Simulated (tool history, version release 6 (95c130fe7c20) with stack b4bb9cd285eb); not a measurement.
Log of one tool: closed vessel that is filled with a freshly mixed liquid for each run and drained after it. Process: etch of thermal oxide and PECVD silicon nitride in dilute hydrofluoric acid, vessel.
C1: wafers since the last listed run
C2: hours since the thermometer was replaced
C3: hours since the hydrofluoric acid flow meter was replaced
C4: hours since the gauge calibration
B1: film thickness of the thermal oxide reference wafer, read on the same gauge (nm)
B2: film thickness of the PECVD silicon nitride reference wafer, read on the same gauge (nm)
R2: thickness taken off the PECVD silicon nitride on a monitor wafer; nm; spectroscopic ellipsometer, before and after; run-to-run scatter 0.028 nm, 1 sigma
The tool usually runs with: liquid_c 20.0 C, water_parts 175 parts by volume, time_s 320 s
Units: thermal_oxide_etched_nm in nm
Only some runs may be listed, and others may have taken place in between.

{"run": 1, "hour": 0.0, "liquid_c": 20.0, "water_parts": 175, "time_s": 320, "C1": 0, "C2": 2016.0, "C3": 633.1, "C4": 498.5, "B1": 150.01, "B2": 140.025, "thermal_oxide_etched_nm": 7.0, "R2": 2.911}
{"run": 2, "hour": 24.4, "liquid_c": 20.0, "water_parts": 175, "time_s": 320, "C1": 2463, "C2": 2040.4, "C3": 657.5, "C4": 522.9, "B1": 149.98, "B2": 139.974, "thermal_oxide_etched_nm": 6.94, "R2": 2.877}
{"run": 3, "hour": 47.0, "liquid_c": 23.5, "water_parts": 175, "time_s": 320, "C1": 2281, "C2": 2063.0, "C3": 680.1, "C4": 545.5, "B1": 150.02, "B2": 140.045, "thermal_oxide_etched_nm": 7.95, "R2": 3.685}
{"hour": 141.6, "done": "gauge calibrated"}
{"run": 4, "hour": 145.5, "liquid_c": 23.5, "water_parts": 175, "time_s": 320, "C1": 9944, "C2": 2161.5, "C3": 778.6, "C4": 3.9, "B1": 150.0, "B2": 140.014, "thermal_oxide_etched_nm": 7.94, "R2": 3.679}
{"run": 5, "hour": 173.8, "liquid_c": 20.0, "water_parts": 175, "time_s": 320, "C1": 2857, "C2": 2189.8, "C3": 806.9, "C4": 32.2, "B1": 150.03, "B2": 139.973, "thermal_oxide_etched_nm": 6.84, "R2": 2.92}
{"run": 6, "hour": 198.5, "liquid_c": 20.0, "water_parts": 175, "time_s": 475, "C1": 2493, "C2": 2214.5, "C3": 831.6, "C4": 56.9, "B1": 149.99, "B2": 140.011, "thermal_oxide_etched_nm": 10.21, "R2": 4.361}
{"run": 7, "hour": 217.2, "liquid_c": 20.0, "water_parts": 175, "time_s": 320, "C1": 1887, "C2": 2233.2, "C3": 850.3, "C4": 75.6, "B1": 150.02, "B2": 139.985, "thermal_oxide_etched_nm": 6.91, "R2": 2.935}
{"run": 8, "hour": 251.8, "liquid_c": 20.0, "water_parts": 175, "time_s": 320, "C1": 3493, "C2": 2267.8, "C3": 884.9, "C4": 110.2, "B1": 149.96, "B2": 139.986, "thermal_oxide_etched_nm": 6.96, "R2": 2.951}
{"run": 9, "hour": 272.1, "liquid_c": 20.0, "water_parts": 175, "time_s": 475, "C1": 2049, "C2": 2288.1, "C3": 905.2, "C4": 130.5, "B1": 149.97, "B2": 140.014, "thermal_oxide_etched_nm": 10.4, "R2": 4.282}
{"run": 10, "hour": 287.3, "liquid_c": 20.0, "water_parts": 250, "time_s": 250, "C1": 1534, "C2": 2303.3, "C3": 920.4, "C4": 145.7, "B1": 149.99, "B2": 140.027, "thermal_oxide_etched_nm": 3.53, "R2": 1.6}
{"hour": 314.7, "done": "thermometer replaced"}
{"run": 11, "hour": 315.2, "liquid_c": 24.0, "water_parts": 205, "time_s": 405, "C1": 2715, "C2": 0.5, "C3": 948.3, "C4": 173.6, "B1": 150.02, "B2": 140.029, "thermal_oxide_etched_nm": 8.43, "R2": 4.041}
{"hour": 369.0, "done": "hydrofluoric acid flow meter replaced"}
{"run": 12, "hour": 385.5, "liquid_c": 20.0, "water_parts": 175, "time_s": 230, "C1": 6996, "C2": 70.8, "C3": 16.5, "C4": 243.9, "B1": 150.0, "B2": 139.984, "thermal_oxide_etched_nm": 4.99, "R2": 2.071}
{"run": 13, "hour": 402.6, "liquid_c": 20.0, "water_parts": 230, "time_s": 220, "C1": 1726, "C2": 87.9, "C3": 33.6, "C4": 261.0, "B1": 150.04, "B2": 139.985, "thermal_oxide_etched_nm": 3.48, "R2": 1.536}
{"run": 14, "hour": 428.6, "liquid_c": 24.5, "water_parts": 100, "time_s": 320, "C1": 2624, "C2": 113.9, "C3": 59.6, "C4": 287.0, "B1": 150.01, "B2": 139.994, "thermal_oxide_etched_nm": 16.07, "R2": 6.795}
{"run": 15, "hour": 455.3, "liquid_c": 21.5, "water_parts": 240, "time_s": 485, "C1": 2695, "C2": 140.6, "C3": 86.3, "C4": 313.7, "B1": 150.01, "B2": 140.049, "thermal_oxide_etched_nm": 7.62, "R2": 3.573}
{"run": 16, "hour": 487.0, "liquid_c": 20.0, "water_parts": 175, "time_s": 320, "C1": 3200, "C2": 172.3, "C3": 118.0, "C4": 345.4, "B1": 150.04, "B2": 139.986, "thermal_oxide_etched_nm": 7.05, "R2": 2.933}
{"run": 17, "hour": 506.1, "liquid_c": 23.0, "water_parts": 145, "time_s": 405, "C1": 1928, "C2": 191.4, "C3": 137.1, "C4": 364.5, "B1": 149.96, "B2": 140.03, "thermal_oxide_etched_nm": 12.22, "R2": 5.352}
{"run": 18, "hour": 532.2, "liquid_c": 20.0, "water_parts": 175, "time_s": 240, "C1": 2634, "C2": 217.5, "C3": 163.2, "C4": 390.6, "B1": 149.97, "B2": 140.023, "thermal_oxide_etched_nm": 5.19, "R2": 2.182}
{"run": 19, "hour": 564.5, "liquid_c": 20.0, "water_parts": 115, "time_s": 235, "C1": 3260, "C2": 249.8, "C3": 195.5, "C4": 422.9, "B1": 149.99, "B2": 140.038, "thermal_oxide_etched_nm": 8.35, "R2": 3.187}
{"run": 20, "hour": 594.8, "liquid_c": 20.0, "water_parts": 145, "time_s": 320, "C1": 3058, "C2": 280.1, "C3": 225.8, "C4": 453.2, "B1": 149.98, "B2": 140.011, "thermal_oxide_etched_nm": 8.7, "R2": 3.527}
{"run": 21, "hour": 619.9, "liquid_c": 20.0, "water_parts": 100, "time_s": 255, "C1": 2533, "C2": 305.2, "C3": 250.9, "C4": 478.3, "B1": 150.0, "B2": 139.991, "thermal_oxide_etched_nm": 10.6, "R2": 4.05}
{"run": 22, "hour": 635.3, "liquid_c": 20.0, "water_parts": 175, "time_s": 320, "C1": 1554, "C2": 320.6, "C3": 266.3, "C4": 493.7, "B1": 149.97, "B2": 139.979, "thermal_oxide_etched_nm": 6.83, "R2": 2.885}
{"run": 23, "hour": 666.1, "liquid_c": 20.0, "water_parts": 130, "time_s": 320, "C1": 3109, "C2": 351.4, "C3": 297.1, "C4": 524.5, "B1": 150.01, "B2": 140.028, "thermal_oxide_etched_nm": 9.96, "R2": 3.917}
{"run": 24, "hour": 702.0, "liquid_c": 20.0, "water_parts": 175, "time_s": 130, "C1": 3624, "C2": 387.3, "C3": 333.0, "C4": 560.4, "B1": 150.01, "B2": 139.992, "thermal_oxide_etched_nm": 2.83, "R2": 1.173}
{"hour": 709.2, "done": "gauge calibrated"}
{"run": 25, "hour": 730.6, "liquid_c": 20.0, "water_parts": 230, "time_s": 320, "C1": 2887, "C2": 415.9, "C3": 361.6, "C4": 21.4, "B1": 150.02, "B2": 140.02, "thermal_oxide_etched_nm": 5.03, "R2": 2.19}

Each row is a separate what-if for the run after 25, all from the same tool condition, not one after another. Results?
{"run": "A", "hour": 731.3, "liquid_c": 20.0, "water_parts": 175, "time_s": 320, "C1": 70, "C2": 416.6, "C3": 362.3, "C4": 22.1, "B1": "?", "B2": "?", "thermal_oxide_etched_nm": "?", "R2": "?"}
{"run": "B", "hour": 731.3, "liquid_c": 20.0, "water_parts": 105, "time_s": 370, "C1": 70, "C2": 416.6, "C3": 362.3, "C4": 22.1, "B1": "?", "B2": "?", "thermal_oxide_etched_nm": "?", "R2": "?"}
{"run": "C", "hour": 731.3, "liquid_c": 24.5, "water_parts": 175, "time_s": 320, "C1": 70, "C2": 416.6, "C3": 362.3, "C4": 22.1, "B1": "?", "B2": "?", "thermal_oxide_etched_nm": "?", "R2": "?"}
{"run": "D", "hour": 731.3, "liquid_c": 17.0, "water_parts": 220, "time_s": 235, "C1": 70, "C2": 416.6, "C3": 362.3, "C4": 22.1, "B1": "?", "B2": "?", "thermal_oxide_etched_nm": "?", "R2": "?"}

run=A B1=149.93 B2=139.997 thermal_oxide_etched_nm=7.02 R2=2.881
run=B B1=149.93 B2=139.997 thermal_oxide_etched_nm=14.57 R2=5.480
run=C B1=149.93 B2=139.997 thermal_oxide_etched_nm=8.34 R2=3.857
run=D B1=149.93 B2=139.997 thermal_oxide_etched_nm=3.49 R2=1.389
With the hidden condition removed and each run's random variation left untouched, the same runs would have given:
run=A thermal_oxide_etched_nm=7.02 R2=2.881
run=B thermal_oxide_etched_nm=14.57 R2=5.480
run=C thermal_oxide_etched_nm=8.34 R2=3.857
run=D thermal_oxide_etched_nm=3.49 R2=1.389
